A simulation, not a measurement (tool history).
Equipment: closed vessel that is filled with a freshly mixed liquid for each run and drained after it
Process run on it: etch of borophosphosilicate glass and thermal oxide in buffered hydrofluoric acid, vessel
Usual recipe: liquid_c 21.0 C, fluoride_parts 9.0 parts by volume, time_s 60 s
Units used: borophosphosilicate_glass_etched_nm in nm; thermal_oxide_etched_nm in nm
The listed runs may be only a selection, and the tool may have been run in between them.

run     day  liquid_c  fluoride_parts  time_s  read-back film thickness of the borophosphosilicate glass reference wafer, read on the same gauge (nm)  read-back film thickness of the thermal oxide reference wafer, read on the same gauge (nm)  borophosphosilicate_glass_etched_nm  thermal_oxide_etched_nm
  1   0.000      21.0             9.0      40                                                                                                  140.01                                                                                       40.00                               101.65                    43.62
  2   2.825      21.0             9.0      60                                                                                                  140.01                                                                                       40.01                               152.38                    66.00
      3.671  -- gauge calibrated
  3   5.738      21.0             9.0      60                                                                                                  139.98                                                                                       40.01                               152.87                    66.17
  4   7.512      21.0             9.0      60                                                                                                  140.02                                                                                       40.00                               156.09                    66.10
  5   9.200      21.0             9.0      90                                                                                                  139.99                                                                                       40.04                               230.70                   101.44
     10.150  -- hydrofluoric acid flow meter replaced
  6  10.462      18.5            12.0      30                                                                                                  140.00                                                                                       40.06                                49.49                    21.14
  7  13.225      22.5             8.0      60                                                                                                  140.00                                                                                       40.02                               178.25                    78.09
  8  14.492      21.0             9.0      60                                                                                                  140.01                                                                                       40.03                               144.58                    62.77
  9  15.800      21.0             9.0      60                                                                                                  139.94                                                                                       40.01                               145.90                    62.94
     16.842  -- thermometer replaced
 10  17.679      21.0             9.0      60                                                                                                  140.00                                                                                       40.03                               146.50                    63.49
 11  19.988      22.5             9.0      60                                                                                                  140.05                                                                                       40.00                               160.51                    69.20
 12  21.733      21.0             9.0      60                                                                                                  140.04                                                                                       40.00                               149.07                    64.41
 13  24.404      21.0             9.0      60                                                                                                  139.98                                                                                       40.00                               147.70                    64.94
 14  25.738      17.0             9.0      60                                                                                                  140.02                                                                                       39.93                               120.90                    51.93
 15  27.046      19.5            10.5      30                                                                                                  139.95                                                                                       40.00                                61.79                    26.64
 16  29.708      17.0             8.0      60                                                                                                  140.00                                                                                       40.00                               140.51                    58.88
 17  30.888      19.5             9.0      60                                                                                                  140.04                                                                                       40.03                               138.97                    60.04
 18  32.296      17.0             7.5      45                                                                                                  140.00                                                                                       40.03                               110.76                    48.16
     32.896  -- hydrofluoric acid flow meter replaced
 19  34.367      21.0             7.0      75                                                                                                  139.97                                                                                       40.01                               240.06                   103.19
 20  37.296      23.0             7.5      45                                                                                                  140.06                                                                                       39.99                               151.04                    64.86
 21  40.283      21.0             9.0      60                                                                                                  140.01                                                                                       40.02                               147.68                    63.99
 22  43.075      21.0             9.0      80                                                                                                  140.05                                                                                       40.04                               200.50                    86.69
 23  44.712      21.0             9.0      60                                                                                                  140.01                                                                                       40.02                               149.03                    65.38
 24  46.850      17.0            12.5      75                                                                                                  139.98                                                                                       39.98                               112.38                    49.19
 25  49.225      17.5             9.0      60                                                                                                  140.02                                                                                       40.02                               125.54                    54.59
 26  51.392      21.0             9.0      60                                                                                                  139.95                                                                                       40.00                               150.75                    66.43

A few steps of borophosphosilicate_glass_etched_nm between consecutive runs. Split each: what settings, incoming material and random variation would produce without the hidden state, and what is left over for the hidden state, along with gauge scatter present in only one of the two compared results (measured, and without hidden state):
Unlogged tool condition in this case: liquid colder than its thermometer reads (K); hydrofluoric acid flow above the setpoint (%); gauge reads high (%).
Run 4 -> 5: time_s 60 -> 90. borophosphosilicate_glass_etched_nm +74.61 nm: hidden state +6.28, all else +68.33.
Run 5 -> 6: liquid_c 21.0 -> 18.5, fluoride_parts 9.0 -> 12.0, time_s 90 -> 30, hydrofluoric acid flow meter replaced. borophosphosilicate_glass_etched_nm -181.21 nm: hidden state -17.22, all else -163.99.
Run 18 -> 19: liquid_c 17.0 -> 21.0, fluoride_parts 7.5 -> 7.0, time_s 45 -> 75, hydrofluoric acid flow meter replaced. borophosphosilicate_glass_etched_nm +129.30 nm: hidden state -3.14, all else +132.44.

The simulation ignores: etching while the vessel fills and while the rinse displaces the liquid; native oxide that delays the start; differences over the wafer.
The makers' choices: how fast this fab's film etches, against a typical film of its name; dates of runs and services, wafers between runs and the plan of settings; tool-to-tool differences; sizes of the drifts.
